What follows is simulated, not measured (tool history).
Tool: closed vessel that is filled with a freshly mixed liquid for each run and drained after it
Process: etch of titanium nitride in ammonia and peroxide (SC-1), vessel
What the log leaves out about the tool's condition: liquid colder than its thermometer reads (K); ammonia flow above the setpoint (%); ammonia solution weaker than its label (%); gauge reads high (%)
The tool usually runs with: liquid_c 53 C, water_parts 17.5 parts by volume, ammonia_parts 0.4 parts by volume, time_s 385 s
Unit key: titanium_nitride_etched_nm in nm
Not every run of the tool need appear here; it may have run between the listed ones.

run    hour  liquid_c  water_parts  ammonia_parts  time_s  wafers since the last listed run  hours since the thermometer was replaced  hours since the ammonia flow meter was replaced  hours since the drum of ammonia solution was connected  hours since the gauge calibration  read-back film thickness of the titanium nitride reference wafer, read on the same gauge (nm)  titanium_nitride_etched_nm
  1       0        53         21.5            0.4     385                                 0                                     903.3                                             52.2                                                   383.4                              866.5                                                                                         150.01                       12.57
  2    62.9        53         21.5            0.4     385                              5231                                     966.2                                            115.1                                                   446.3                              929.4                                                                                         149.96                       12.48
  3   113.3        53         21.5            0.4     385                              4191                                    1016.6                                            165.5                                                   496.7                              979.8                                                                                         149.94                       12.41
  4   174.2        60         17.5            0.3     385                              5065                                    1077.5                                            226.4                                                   557.6                             1040.7                                                                                            150                       20.96
      189.6  -- new drum of ammonia solution connected
  5   357.2        53         17.5            0.4     385                             15136                                    1260.5                                            409.4                                                   167.6                             1223.7                                                                                         149.98                       13.92
  6   401.8        53         17.5            0.4     385                              3709                                    1305.1                                              454                                                   212.2                             1268.3                                                                                         149.99                        13.9
  7   436.6        53         17.5            0.4     385                              2894                                    1339.9                                            488.8                                                     247                             1303.1                                                                                         150.04                       13.97
      482.7  -- ammonia flow meter replaced
  8   492.3        53         17.5            0.4     385                              4549                                    1395.6                                              9.6                                                   302.7                             1358.8                                                                                         150.03                        13.9
  9   547.5        53         17.5            0.4     385                              4590                                    1450.8                                             64.8                                                   357.9                               1414                                                                                         149.98                       13.87
      557.6  -- gauge calibrated
 10   600.6        53         17.5            0.4     385                              4416                                    1503.9                                            117.9                                                     411                                 43                                                                                         150.03                       13.86
 11   633.5        53         17.5            0.4     530                              2736                                    1536.8                                            150.8                                                   443.9                               75.9                                                                                            150                       19.08
 12     682        50         25.5           0.55     300                              4033                                    1585.3                                            199.3                                                   492.4                              124.4                                                                                         149.99                        7.49
 13   746.6        53           20            0.4     385                              5372                                    1649.9                                            263.9                                                     557                                189                                                                                         149.97                       12.79
 14     785      45.5         17.5            0.5     385                              3193                                    1688.3                                            302.3                                                   595.4                              227.4                                                                                         150.01                        8.49
 15   818.7        53         17.5            0.4     530                              2802                                      1722                                              336                                                   629.1                              261.1                                                                                         149.99                       18.96
      842.2  -- new drum of ammonia solution connected
      868.4  -- thermometer replaced
 16   871.1        53         17.5            0.4     325                              4191                                       2.7                                            388.4                                                    28.9                              313.5                                                                                            150                       11.93
 17   938.1        53         17.5            0.4     385                              5572                                      69.7                                            455.4                                                    95.9                              380.5                                                                                         149.99                       14.08
 18   978.2        58           25           0.55     470                              3335                                     109.8                                            495.5                                                     136                              420.6                                                                                            150                       20.96
 19  1033.4        59         12.5           0.25     590                              4590                                       165                                            550.7                                                   191.2                              475.8                                                                                         150.01                       35.68
     1077.2  -- ammonia flow meter replaced
 20  1078.7      45.5         17.5            0.5     385                              3684                                     210.3                                              1.5                                                   236.5                              521.1                                                                                         150.01                        8.71
 21  1119.1        53         17.5           0.25     550                              3360                                     250.7                                             41.9                                                   276.9                              561.5                                                                                         150.03                       18.44
 22  1177.3      59.5         17.5            0.4     535                              4840                                     308.9                                            100.1                                                   335.1                              619.7                                                                                            150                       30.12

Here are 5 independent what-if runs from the current tool condition. What would each one return?
  A  1178.1      46.5         17.5            0.4     385                                66                                     309.7                                            100.9                                                   335.9                              620.5                                                                                              ?                           ?
  B  1178.1        47         10.5            0.4     315                                66                                     309.7                                            100.9                                                   335.9                              620.5                                                                                              ?                           ?
  C  1178.1        53            9            0.4     385                                66                                     309.7                                            100.9                                                   335.9                              620.5                                                                                              ?                           ?
  D  1178.1      49.5         17.5            0.4     385                                66                                     309.7                                            100.9                                                   335.9                              620.5                                                                                              ?                           ?
  E  1178.1        53         17.5           0.25     385                                66                                     309.7                                            100.9                                                   335.9                              620.5                                                                                              ?                           ?

run  read-back film thickness of the titanium nitride reference wafer, read on the same gauge (nm)  titanium_nitride_etched_nm
  A                                                                                         150.01                        8.91
  B                                                                                         150.01                        9.97
  C                                                                                         150.01                       20.08
  D                                                                                         150.01                       11.01
  E                                                                                         150.01                       12.83
Stripped of hidden state, with their random variation kept, the same runs would have yielded:
run  titanium_nitride_etched_nm
  A                        8.97
  B                       10.04
  C                       20.22
  D                       11.09
  E                       12.92
